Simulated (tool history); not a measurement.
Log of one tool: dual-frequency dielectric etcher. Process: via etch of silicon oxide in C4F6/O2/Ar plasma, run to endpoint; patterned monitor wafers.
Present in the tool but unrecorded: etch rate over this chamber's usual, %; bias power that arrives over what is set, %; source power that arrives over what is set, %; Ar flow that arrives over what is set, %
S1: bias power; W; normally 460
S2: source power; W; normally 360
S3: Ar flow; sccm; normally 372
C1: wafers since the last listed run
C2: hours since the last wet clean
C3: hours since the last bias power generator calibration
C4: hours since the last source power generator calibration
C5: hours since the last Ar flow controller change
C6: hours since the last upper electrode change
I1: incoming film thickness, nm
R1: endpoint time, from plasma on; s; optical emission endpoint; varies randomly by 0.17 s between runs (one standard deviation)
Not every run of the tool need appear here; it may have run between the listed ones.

run,hour,S1,S2,S3,C1,C2,C3,C4,C5,C6,I1,R1
1,0,460,380,372,0,252.1,2615.1,2240.9,4229.8,4629,85.4,20
2,16.3,460,360,372,333,268.4,2631.4,2257.2,4246.1,4645.3,85,20.7
3,29.8,460,360,372,276,281.9,2644.9,2270.7,4259.6,4658.8,84.8,20.2
4,36.5,460,380,402,137,288.6,2651.6,2277.4,4266.3,4665.5,85.3,19.7
5,53.1,460,380,402,339,305.2,2668.2,2294,4282.9,4682.1,86.3,20.5
6,70.7,460,380,402,360,322.8,2685.8,2311.6,4300.5,4699.7,85.7,20.1
7,81.7,460,360,372,225,333.8,2696.8,2322.6,4311.5,4710.7,85.7,20.3
8,92.7,460,360,372,225,344.8,2707.8,2333.6,4322.5,4721.7,85.5,20
9,102.5,460,360,372,200,354.6,2717.6,2343.4,4332.3,4731.5,85.4,20.1
10,110.8,537,360,321,169,362.9,2725.9,2351.7,4340.6,4739.8,85.4,18.7
11,123.7,537,360,321,264,375.8,2738.8,2364.6,4353.5,4752.7,85.5,18.7
# hour 136.1: Ar flow controller replaced
# hour 153.9: wet clean of the chamber
12,154.4,537,360,321,141,0.5,2769.5,2395.3,18.3,4783.4,85.7,19.4
13,154.7,460,360,372,6,0.8,2769.8,2395.6,18.6,4783.7,85.4,20.9
14,155.1,460,360,372,8,1.2,2770.2,2396,19,4784.1,85.9,20.7
# hour 177.3: bias power generator calibrated
# hour 180.3: upper electrode replaced
15,180.8,460,360,372,383,26.9,3.5,2421.7,44.7,0.5,84.6,20.8
16,181.1,460,360,372,6,27.2,3.8,2422,45,0.8,85.7,20.7
17,185.1,460,360,425,81,31.2,7.8,2426,49,4.8,85.7,21.2
18,202.1,516,280,372,348,48.2,24.8,2443,66,21.8,85.8,23
19,213.3,426,360,432,229,59.4,36,2454.2,77.2,33,85.4,21.9
20,230.5,460,290,415,352,76.6,53.2,2471.4,94.4,50.2,85.1,23.6
21,240.9,386,280,302,212,87,63.6,2481.8,104.8,60.6,85.2,24.4
# hour 258.7: source power generator calibrated
22,259.2,460,360,455,292,105.3,81.9,0.5,123.1,78.9,85.4,21
23,262.9,460,360,372,75,109,85.6,4.2,126.8,82.6,84.9,20.2
24,271.6,537,390,306,178,117.7,94.3,12.9,135.5,91.3,85.9,18.5
25,279.2,460,360,372,155,125.3,101.9,20.5,143.1,98.9,85.9,20.5
26,288,460,360,372,180,134.1,110.7,29.3,151.9,107.7,85.3,20.5
27,294.9,387,410,372,141,141,117.6,36.2,158.8,114.6,86.2,20.5
28,307,460,360,372,247,153.1,129.7,48.3,170.9,126.7,85.6,20.6
29,358.5,415,380,310,1054,204.6,181.2,99.8,222.4,178.2,85.7,20
30,365.5,460,360,372,143,211.6,188.2,106.8,229.4,185.2,84.9,20.4

A few steps of R1 between consecutive runs. Split each: what settings, incoming material and random variation would produce without the hidden state, and what is left over for the hidden state, along with gauge scatter present in only one of the two compared results (measured, and without hidden state):
Run 1 -> 2: S2 380 -> 360. R1 +0.7 s: hidden state -0.1, all else +0.8.
Run 10 -> 11: settings left as they were, no log entry in between. R1 +0 s: hidden state -0.2, all else +0.2.
Run 11 -> 12: Ar flow controller replaced, wet clean of the chamber. R1 +0.7 s: hidden state +0.7, all else +0.
Run 17 -> 18: S1 460 -> 516, S2 360 -> 280, S3 425 -> 372. R1 +1.8 s: hidden state -0.1, all else +1.9.
Run 21 -> 22: S1 386 -> 460, S2 280 -> 360, S3 302 -> 455, source power generator calibrated. R1 -3.4 s: hidden state +0.1, all else -3.5.
Run 24 -> 25: S1 537 -> 460, S2 390 -> 360, S3 306 -> 372. R1 +2 s: hidden state -0.1, all else +2.1.
